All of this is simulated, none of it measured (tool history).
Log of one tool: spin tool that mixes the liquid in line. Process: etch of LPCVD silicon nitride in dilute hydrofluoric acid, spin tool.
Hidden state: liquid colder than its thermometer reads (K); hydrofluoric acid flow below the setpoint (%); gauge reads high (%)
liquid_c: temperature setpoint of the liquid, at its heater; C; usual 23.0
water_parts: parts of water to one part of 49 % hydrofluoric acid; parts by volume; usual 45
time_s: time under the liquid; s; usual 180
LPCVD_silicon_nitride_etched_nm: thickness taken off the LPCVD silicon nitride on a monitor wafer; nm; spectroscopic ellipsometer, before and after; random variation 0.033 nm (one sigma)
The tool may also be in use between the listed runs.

| run | hour | liquid_c | water_parts | time_s | wafers since the last listed run | hours since the thermometer was replaced | hours since the hydrofluoric acid flow meter was replaced | hours since the gauge calibration | read-back film thickness of the LPCVD silicon nitride reference wafer, read on the same gauge (nm) | LPCVD_silicon_nitride_etched_nm |
|---|---|---|---|---|---|---|---|---|---|---|
| 1 | 0.0 | 23.0 | 45 | 205 | 0 | 1291.4 | 1095.1 | 1339.6 | 119.996 | 1.937 |
| 2 | 27.3 | 26.0 | 45 | 180 | 249 | 1318.7 | 1122.4 | 1366.9 | 120.016 | 2.061 |
| 3 | 78.2 | 26.0 | 45 | 180 | 465 | 1369.6 | 1173.3 | 1417.8 | 119.984 | 2.019 |
| 4 | 120.1 | 26.0 | 45 | 180 | 382 | 1411.5 | 1215.2 | 1459.7 | 119.980 | 2.115 |
| 5 | 184.1 | 23.0 | 45 | 180 | 584 | 1475.5 | 1279.2 | 1523.7 | 119.971 | 1.664 |
| 6 | 245.1 | 23.0 | 45 | 180 | 557 | 1536.5 | 1340.2 | 1584.7 | 119.984 | 1.666 |
| 7 | 386.3 | 23.0 | 45 | 180 | 1290 | 1677.7 | 1481.4 | 1725.9 | 120.026 | 1.649 |
| 8 | 453.0 | 21.0 | 60 | 180 | 609 | 1744.4 | 1548.1 | 1792.6 | 119.940 | 1.071 |
| 9 | 507.8 | 23.0 | 60 | 180 | 500 | 1799.2 | 1602.9 | 1847.4 | 120.020 | 1.205 |
|  | 540.4 | thermometer replaced |
|  | 569.1 | gauge calibrated |
| 10 | 573.3 | 23.0 | 60 | 180 | 589 | 32.9 | 1668.4 | 4.2 | 119.965 | 1.237 |
| 11 | 610.3 | 24.0 | 45 | 180 | 338 | 69.9 | 1705.4 | 41.2 | 120.000 | 1.793 |
| 12 | 669.1 | 24.0 | 45 | 180 | 537 | 128.7 | 1764.2 | 100.0 | 119.999 | 1.770 |
|  | 670.7 | hydrofluoric acid flow meter replaced |
| 13 | 729.4 | 23.0 | 45 | 180 | 542 | 189.0 | 58.7 | 160.3 | 119.979 | 1.575 |
| 14 | 766.4 | 19.0 | 25 | 90 | 338 | 226.0 | 95.7 | 197.3 | 120.004 | 1.107 |
| 15 | 819.7 | 28.0 | 55 | 180 | 487 | 279.3 | 149.0 | 250.6 | 120.013 | 1.870 |
| 16 | 890.6 | 20.0 | 55 | 210 | 648 | 350.2 | 219.9 | 321.5 | 120.018 | 1.289 |
| 17 | 917.6 | 23.0 | 30 | 225 | 246 | 377.2 | 246.9 | 348.5 | 120.014 | 3.003 |
| 18 | 944.2 | 23.0 | 45 | 180 | 243 | 403.8 | 273.5 | 375.1 | 120.024 | 1.671 |
| 19 | 1009.6 | 23.0 | 50 | 180 | 597 | 469.2 | 338.9 | 440.5 | 119.970 | 1.418 |
| 20 | 1077.2 | 19.0 | 35 | 275 | 617 | 536.8 | 406.5 | 508.1 | 119.978 | 2.394 |
| 21 | 1130.6 | 23.0 | 45 | 180 | 488 | 590.2 | 459.9 | 561.5 | 119.975 | 1.711 |
| 22 | 1184.5 | 21.5 | 65 | 180 | 492 | 644.1 | 513.8 | 615.4 | 120.050 | 1.047 |
| 23 | 1313.5 | 19.0 | 45 | 180 | 1179 | 773.1 | 642.8 | 744.4 | 119.983 | 1.222 |
| 24 | 1380.7 | 25.0 | 30 | 140 | 614 | 840.3 | 710.0 | 811.6 | 120.041 | 2.205 |
| 25 | 1435.2 | 23.0 | 45 | 180 | 498 | 894.8 | 764.5 | 866.1 | 119.960 | 1.720 |
| 26 | 1505.4 | 23.0 | 45 | 260 | 641 | 965.0 | 834.7 | 936.3 | 120.008 | 2.394 |
| 27 | 1569.7 | 23.0 | 45 | 180 | 587 | 1029.3 | 899.0 | 1000.6 | 120.012 | 1.653 |
| 28 | 1616.1 | 26.5 | 35 | 145 | 424 | 1075.7 | 945.4 | 1047.0 | 120.003 | 2.104 |
| 29 | 1651.0 | 23.0 | 55 | 125 | 319 | 1110.6 | 980.3 | 1081.9 | 119.973 | 0.929 |
| 30 | 1676.0 | 19.0 | 55 | 225 | 228 | 1135.6 | 1005.3 | 1106.9 | 119.996 | 1.322 |
| 31 | 1730.0 | 23.0 | 45 | 180 | 493 | 1189.6 | 1059.3 | 1160.9 | 120.017 | 1.708 |
| 32 | 1796.3 | 23.0 | 30 | 180 | 606 | 1255.9 | 1125.6 | 1227.2 | 119.995 | 2.501 |
| 33 | 2009.6 | 23.0 | 25 | 180 | 1949 | 1469.2 | 1338.9 | 1440.5 | 120.002 | 2.934 |

Hidden state at the last listed run before each entry between runs and at the first one after, where it differs:
Between runs 9 and 10: thermometer replaced (hour 540.4); gauge calibrated (hour 569.1)
  no hidden state differs between the two runs
Between runs 12 and 13: hydrofluoric acid flow meter replaced (hour 670.7)
  no hidden state differs between the two runs
